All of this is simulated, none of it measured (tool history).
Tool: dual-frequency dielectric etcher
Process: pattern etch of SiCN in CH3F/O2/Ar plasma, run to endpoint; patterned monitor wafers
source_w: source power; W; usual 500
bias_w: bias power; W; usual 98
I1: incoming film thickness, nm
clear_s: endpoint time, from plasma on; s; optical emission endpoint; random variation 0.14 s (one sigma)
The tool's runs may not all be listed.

Run 1, hour 0.0: usual settings but source_w 540 W; I1 11.52. Result: clear_s 23.3 s.
Run 2, hour 7.4: usual settings but source_w 540 W; I1 11.54. Result: clear_s 23.6 s.
Run 3, hour 17.6: usual settings but source_w 580 W; I1 11.53. Result: clear_s 23.1 s.
Run 4, hour 31.3: usual settings but source_w 580 W; I1 11.52. Result: clear_s 23.0 s.
Run 5, hour 44.2: usual settings but source_w 580 W; I1 11.40. Result: clear_s 22.9 s.
Run 6, hour 57.9: usual settings but source_w 530 W; I1 11.47. Result: clear_s 23.4 s.
Run 7, hour 69.3: usual settings; I1 11.43. Result: clear_s 23.8 s.
Run 8, hour 79.2: usual settings; I1 11.48. Result: clear_s 24.0 s.
Run 9, hour 95.6: usual settings; I1 11.52. Result: clear_s 24.0 s.
Run 10, hour 113.1: usual settings but bias_w 116 W; I1 11.54. Result: clear_s 22.3 s.
Run 11, hour 124.4: usual settings but bias_w 116 W; I1 11.44. Result: clear_s 22.1 s.
Run 12, hour 140.9: usual settings but bias_w 116 W; I1 11.50. Result: clear_s 22.4 s.
Run 13, hour 147.7: usual settings; I1 11.52. Result: clear_s 23.8 s.
Run 14, hour 162.5: usual settings; I1 11.45. Result: clear_s 24.0 s.
Run 15, hour 176.4: usual settings but source_w 540 W, bias_w 105 W; I1 11.52. Result: clear_s 22.9 s.
Run 16, hour 187.9: usual settings but source_w 540 W, bias_w 105 W; I1 11.33. Result: clear_s 22.6 s.
Run 17, hour 204.2: usual settings; I1 11.57. Result: clear_s 24.4 s.
Run 18, hour 212.0: usual settings but source_w 440 W, bias_w 120 W; I1 11.45. Result: clear_s 22.6 s.
Run 19, hour 225.9: usual settings but source_w 600 W; I1 11.56. Result: clear_s 22.6 s.
At hour 254.3: upper electrode replaced.
Run 20, hour 254.8: usual settings but source_w 580 W, bias_w 90 W; I1 11.57. Result: clear_s 23.6 s.
At hour 270.5: source power generator calibrated.
At hour 283.8: bias power generator calibrated.
At hour 297.9: wet clean of the chamber.
Run 21, hour 298.4: usual settings; I1 11.43. Result: clear_s 24.0 s.
Run 22, hour 302.0: usual settings but bias_w 90 W; I1 11.52. Result: clear_s 25.1 s.
Run 23, hour 348.9: usual settings but source_w 570 W, bias_w 82 W; I1 11.58. Result: clear_s 25.1 s.
Run 24, hour 366.2: usual settings but bias_w 116 W; I1 11.63. Result: clear_s 22.6 s.
Run 25, hour 373.3: usual settings but source_w 420 W; I1 11.54. Result: clear_s 25.4 s.
Run 26, hour 391.1: usual settings; I1 11.46. Result: clear_s 23.7 s.
Run 27, hour 401.8: usual settings but source_w 620 W, bias_w 78 W; I1 11.54. Result: clear_s 24.9 s.
Run 28, hour 416.9: usual settings but source_w 470 W, bias_w 122 W; I1 11.61. Result: clear_s 22.5 s.
Run 29, hour 428.4: usual settings but source_w 390 W; I1 11.66. Result: clear_s 26.5 s.
Run 30, hour 443.1: usual settings but source_w 610 W, bias_w 90 W; I1 11.44. Result: clear_s 23.2 s.
Run 31, hour 459.9: usual settings but source_w 580 W, bias_w 86 W; I1 11.49. Result: clear_s 24.2 s.
Run 32, hour 472.6: usual settings but source_w 580 W, bias_w 116 W; I1 11.47. Result: clear_s 21.3 s.

Forecast run 33:
Run 33, hour 480.4: usual settings but source_w 590 W, bias_w 115 W; I1 11.63. Result: clear_s ?.

{"run 33": {"clear_s": 21.5}}
Without the tool's hidden state the same run would have given clear_s 21.5 s.

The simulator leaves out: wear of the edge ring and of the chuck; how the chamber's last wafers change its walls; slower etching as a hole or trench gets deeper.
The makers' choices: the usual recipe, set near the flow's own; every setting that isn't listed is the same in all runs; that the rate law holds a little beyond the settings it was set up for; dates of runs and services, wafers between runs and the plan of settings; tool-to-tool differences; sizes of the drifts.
